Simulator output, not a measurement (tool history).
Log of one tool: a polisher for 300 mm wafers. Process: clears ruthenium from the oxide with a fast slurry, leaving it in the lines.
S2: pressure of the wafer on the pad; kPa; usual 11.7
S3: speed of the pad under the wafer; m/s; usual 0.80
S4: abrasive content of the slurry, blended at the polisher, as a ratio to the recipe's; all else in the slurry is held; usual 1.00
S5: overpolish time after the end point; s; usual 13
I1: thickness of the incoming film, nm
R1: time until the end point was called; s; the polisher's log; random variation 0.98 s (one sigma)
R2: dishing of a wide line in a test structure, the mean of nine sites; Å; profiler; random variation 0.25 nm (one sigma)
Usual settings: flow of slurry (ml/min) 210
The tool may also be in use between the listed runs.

{"run": 1, "hour": 0.0, "flow of slurry (ml/min)": 210, "S2": 11.7, "S3": 0.8, "S4": 0.85, "S5": 13, "I1": 208.3, "R1": 95.8, "R2": 199}
{"run": 2, "hour": 22.1, "flow of slurry (ml/min)": 210, "S2": 11.7, "S3": 0.8, "S4": 0.85, "S5": 13, "I1": 207.6, "R1": 97.2, "R2": 194}
{"run": 3, "hour": 54.7, "flow of slurry (ml/min)": 210, "S2": 11.7, "S3": 0.8, "S4": 0.85, "S5": 13, "I1": 211.6, "R1": 99.6, "R2": 195}
{"hour": 69.2, "done": "worn pad replaced by a new one"}
{"run": 4, "hour": 69.7, "flow of slurry (ml/min)": 210, "S2": 13.8, "S3": 0.96, "S4": 1.0, "S5": 13, "I1": 209.1, "R1": 60.3, "R2": 293}
{"run": 5, "hour": 93.3, "flow of slurry (ml/min)": 210, "S2": 13.8, "S3": 0.96, "S4": 1.0, "S5": 13, "I1": 208.8, "R1": 61.2, "R2": 294}
{"run": 6, "hour": 124.9, "flow of slurry (ml/min)": 210, "S2": 13.8, "S3": 0.96, "S4": 1.0, "S5": 13, "I1": 210.7, "R1": 61.6, "R2": 294}
{"run": 7, "hour": 142.3, "flow of slurry (ml/min)": 210, "S2": 11.7, "S3": 0.98, "S4": 1.0, "S5": 13, "I1": 210.5, "R1": 70.0, "R2": 260}
{"run": 8, "hour": 167.7, "flow of slurry (ml/min)": 210, "S2": 11.7, "S3": 0.98, "S4": 1.0, "S5": 13, "I1": 211.3, "R1": 69.9, "R2": 261}
{"hour": 183.8, "done": "slurry blender recalibrated"}
{"run": 9, "hour": 185.9, "flow of slurry (ml/min)": 210, "S2": 11.7, "S3": 0.8, "S4": 1.0, "S5": 13, "I1": 206.2, "R1": 86.2, "R2": 218}
{"hour": 215.0, "done": "worn pad replaced by a new one"}
{"run": 10, "hour": 215.5, "flow of slurry (ml/min)": 210, "S2": 11.7, "S3": 0.8, "S4": 1.0, "S5": 13, "I1": 207.3, "R1": 87.1, "R2": 218}
{"run": 11, "hour": 227.9, "flow of slurry (ml/min)": 210, "S2": 11.7, "S3": 0.8, "S4": 1.0, "S5": 13, "I1": 207.7, "R1": 86.1, "R2": 217}
{"run": 12, "hour": 261.0, "flow of slurry (ml/min)": 150, "S2": 11.7, "S3": 0.8, "S4": 1.0, "S5": 13, "I1": 211.9, "R1": 94.0, "R2": 210}
{"hour": 271.9, "done": "head pressure recalibrated"}
{"run": 13, "hour": 279.8, "flow of slurry (ml/min)": 150, "S2": 11.7, "S3": 0.56, "S4": 1.0, "S5": 13, "I1": 208.9, "R1": 132.3, "R2": 150}
{"hour": 280.9, "done": "slurry nozzle cleaned"}
{"run": 14, "hour": 298.9, "flow of slurry (ml/min)": 275, "S2": 11.7, "S3": 0.8, "S4": 1.1, "S5": 19, "I1": 210.4, "R1": 75.1, "R2": 333}
{"run": 15, "hour": 329.2, "flow of slurry (ml/min)": 210, "S2": 8.3, "S3": 0.8, "S4": 0.7, "S5": 13, "I1": 210.1, "R1": 167.3, "R2": 120}
{"hour": 341.5, "done": "worn pad replaced by a new one"}
{"run": 16, "hour": 343.6, "flow of slurry (ml/min)": 165, "S2": 11.7, "S3": 0.9, "S4": 1.0, "S5": 17, "I1": 209.6, "R1": 74.8, "R2": 306}
{"run": 17, "hour": 364.9, "flow of slurry (ml/min)": 210, "S2": 11.7, "S3": 0.8, "S4": 1.0, "S5": 13, "I1": 211.9, "R1": 84.3, "R2": 225}

The next listed run, before its measurement:
{"run": 18, "hour": 382.1, "flow of slurry (ml/min)": 210, "S2": 11.7, "S3": 1.0, "S4": 1.0, "S5": 13, "I1": 210.8, "R1": "?", "R2": "?"}

R1: 67.4 s
R2: 271 Å
Without the tool's hidden state the same run would have given R1 67.2 s, R2 271 Å.
